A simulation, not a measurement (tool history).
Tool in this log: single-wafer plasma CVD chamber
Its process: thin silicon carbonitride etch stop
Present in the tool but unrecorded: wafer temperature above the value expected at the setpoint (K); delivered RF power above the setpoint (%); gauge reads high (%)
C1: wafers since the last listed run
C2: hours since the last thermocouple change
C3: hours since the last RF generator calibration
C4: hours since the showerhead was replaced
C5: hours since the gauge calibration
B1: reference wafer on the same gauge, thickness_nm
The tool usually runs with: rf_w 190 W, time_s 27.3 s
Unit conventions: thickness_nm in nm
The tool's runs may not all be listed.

Run 1, hour 0.0: usual settings; C1 0; C2 986.0; C3 1173.5; C4 3994.0; C5 433.7; B1 14.806. Result: thickness_nm 14.503 nm.
Run 2, hour 12.2: usual settings but time_s 25.0 s; C1 363; C2 998.2; C3 1185.7; C4 4006.2; C5 445.9; B1 14.804. Result: thickness_nm 13.268 nm.
Run 3, hour 21.9: usual settings but time_s 25.0 s; C1 289; C2 1007.9; C3 1195.4; C4 4015.9; C5 455.6; B1 14.801. Result: thickness_nm 13.265 nm.
Run 4, hour 29.5: usual settings but time_s 29.3 s; C1 226; C2 1015.5; C3 1203.0; C4 4023.5; C5 463.2; B1 14.797. Result: thickness_nm 15.586 nm.
Run 5, hour 44.0: usual settings but time_s 29.3 s; C1 432; C2 1030.0; C3 1217.5; C4 4038.0; C5 477.7; B1 14.805. Result: thickness_nm 15.560 nm.
Run 6, hour 52.8: usual settings but rf_w 165 W; C1 262; C2 1038.8; C3 1226.3; C4 4046.8; C5 486.5; B1 14.797. Result: thickness_nm 13.929 nm.
Run 7, hour 70.7: usual settings but rf_w 165 W; C1 533; C2 1056.7; C3 1244.2; C4 4064.7; C5 504.4; B1 14.799. Result: thickness_nm 13.931 nm.
Run 8, hour 80.5: usual settings but rf_w 165 W; C1 292; C2 1066.5; C3 1254.0; C4 4074.5; C5 514.2; B1 14.801. Result: thickness_nm 13.926 nm.
Run 9, hour 106.5: usual settings but rf_w 220 W; C1 775; C2 1092.5; C3 1280.0; C4 4100.5; C5 540.2; B1 14.803. Result: thickness_nm 15.064 nm.
Run 10, hour 113.2: usual settings; C1 199; C2 1099.2; C3 1286.7; C4 4107.2; C5 546.9; B1 14.801. Result: thickness_nm 14.455 nm.
At hour 126.5: thermocouple changed; heater temperature recalibrated.
Run 11, hour 127.0: usual settings; C1 173; C2 0.5; C3 1300.5; C4 4121.0; C5 560.7; B1 14.801. Result: thickness_nm 14.504 nm.
Run 12, hour 138.2: usual settings but rf_w 215 W, time_s 25.4 s; C1 334; C2 11.7; C3 1311.7; C4 4132.2; C5 571.9; B1 14.804. Result: thickness_nm 13.957 nm.
Run 13, hour 147.2: usual settings; C1 268; C2 20.7; C3 1320.7; C4 4141.2; C5 580.9; B1 14.801. Result: thickness_nm 14.462 nm.
Run 14, hour 159.1: usual settings; C1 355; C2 32.6; C3 1332.6; C4 4153.1; C5 592.8; B1 14.804. Result: thickness_nm 14.515 nm.
Run 15, hour 172.4: usual settings but time_s 32.3 s; C1 396; C2 45.9; C3 1345.9; C4 4166.4; C5 606.1; B1 14.799. Result: thickness_nm 17.088 nm.
Run 16, hour 182.0: usual settings; C1 286; C2 55.5; C3 1355.5; C4 4176.0; C5 615.7; B1 14.807. Result: thickness_nm 14.458 nm.
Run 17, hour 194.1: usual settings but rf_w 160 W, time_s 30.3 s; C1 360; C2 67.6; C3 1367.6; C4 4188.1; C5 627.8; B1 14.796. Result: thickness_nm 15.321 nm.
Run 18, hour 211.6: usual settings but rf_w 225 W, time_s 21.9 s; C1 522; C2 85.1; C3 1385.1; C4 4205.6; C5 645.3; B1 14.811. Result: thickness_nm 12.137 nm.
At hour 217.3: gauge calibrated.
At hour 229.5: showerhead replaced.
Run 19, hour 230.0: usual settings but rf_w 180 W; C1 310; C2 103.5; C3 1403.5; C4 0.5; C5 12.7; B1 14.803. Result: thickness_nm 14.240 nm.
Run 20, hour 230.3: usual settings but rf_w 180 W, time_s 25.4 s; C1 8; C2 103.8; C3 1403.8; C4 0.8; C5 13.0; B1 14.803. Result: thickness_nm 13.201 nm.
Run 21, hour 247.6: usual settings but rf_w 230 W, time_s 25.8 s; C1 516; C2 121.1; C3 1421.1; C4 18.1; C5 30.3; B1 14.800. Result: thickness_nm 14.377 nm.
At hour 269.3: RF generator calibrated.
Run 22, hour 269.8: usual settings; C1 423; C2 143.3; C3 0.5; C4 40.3; C5 52.5; B1 14.811. Result: thickness_nm 14.751 nm.
Run 23, hour 279.8: usual settings but rf_w 215 W; C1 298; C2 153.3; C3 10.5; C4 50.3; C5 62.5; B1 14.808. Result: thickness_nm 15.295 nm.
Run 24, hour 296.1: usual settings but time_s 29.6 s; C1 486; C2 169.6; C3 26.8; C4 66.6; C5 78.8; B1 14.797. Result: thickness_nm 16.054 nm.
Run 25, hour 305.4: usual settings but rf_w 210 W, time_s 32.4 s; C1 277; C2 178.9; C3 36.1; C4 75.9; C5 88.1; B1 14.803. Result: thickness_nm 18.026 nm.
Run 26, hour 315.3: usual settings but rf_w 170 W, time_s 31.7 s; C1 295; C2 188.8; C3 46.0; C4 85.8; C5 98.0; B1 14.792. Result: thickness_nm 16.657 nm.
Run 27, hour 330.6: usual settings; C1 456; C2 204.1; C3 61.3; C4 101.1; C5 113.3; B1 14.794. Result: thickness_nm 14.787 nm.
Run 28, hour 343.8: usual settings but rf_w 165 W, time_s 22.2 s; C1 393; C2 217.3; C3 74.5; C4 114.3; C5 126.5; B1 14.799. Result: thickness_nm 11.587 nm.
Run 29, hour 358.8: usual settings but rf_w 225 W, time_s 22.0 s; C1 447; C2 232.3; C3 89.5; C4 129.3; C5 141.5; B1 14.797. Result: thickness_nm 12.469 nm.
Run 30, hour 367.8: usual settings but time_s 23.4 s; C1 268; C2 241.3; C3 98.5; C4 138.3; C5 150.5; B1 14.798. Result: thickness_nm 12.628 nm.
Run 31, hour 375.4: usual settings but rf_w 225 W, time_s 30.3 s; C1 226; C2 248.9; C3 106.1; C4 145.9; C5 158.1; B1 14.808. Result: thickness_nm 17.172 nm.
Run 32, hour 387.9: usual settings; C1 372; C2 261.4; C3 118.6; C4 158.4; C5 170.6; B1 14.795. Result: thickness_nm 14.789 nm.
Run 33, hour 394.2: usual settings; C1 187; C2 267.7; C3 124.9; C4 164.7; C5 176.9; B1 14.802. Result: thickness_nm 14.730 nm.
Run 34, hour 409.3: usual settings but rf_w 210 W, time_s 23.6 s; C1 450; C2 282.8; C3 140.0; C4 179.8; C5 192.0; B1 14.795. Result: thickness_nm 13.105 nm.
Run 35, hour 419.9: usual settings but rf_w 210 W, time_s 32.4 s; C1 316; C2 293.4; C3 150.6; C4 190.4; C5 202.6; B1 14.794. Result: thickness_nm 18.000 nm.
Run 36, hour 430.1: usual settings but rf_w 170 W, time_s 22.4 s; C1 304; C2 303.6; C3 160.8; C4 200.6; C5 212.8; B1 14.797. Result: thickness_nm 11.691 nm.

Run-by-run hidden state of the tool:
wafer temperature above the value expected at the setpoint (K): 0, the same for each run
gauge reads high (%): 0, the same for each run
H1: delivered RF power above the setpoint (%)
run      H1
  1   -6.93
  2   -6.99
  3   -7.05
  4   -7.09
  5   -7.16
  6   -7.21
  7   -7.31
  8   -7.36
  9    -7.5
 10   -7.53
 11    -7.6
 12   -7.66
 13   -7.71
 14   -7.78
 15   -7.85
 16    -7.9
 17   -7.96
 18   -8.06
 19   -8.15
 20   -8.15
 21   -8.25
 22  -0.102
 23  -0.155
 24  -0.242
 25  -0.292
 26  -0.344
 27  -0.426
 28  -0.496
 29  -0.576
 30  -0.624
 31  -0.664
 32  -0.731
 33  -0.764
 34  -0.845
 35  -0.901
 36  -0.956

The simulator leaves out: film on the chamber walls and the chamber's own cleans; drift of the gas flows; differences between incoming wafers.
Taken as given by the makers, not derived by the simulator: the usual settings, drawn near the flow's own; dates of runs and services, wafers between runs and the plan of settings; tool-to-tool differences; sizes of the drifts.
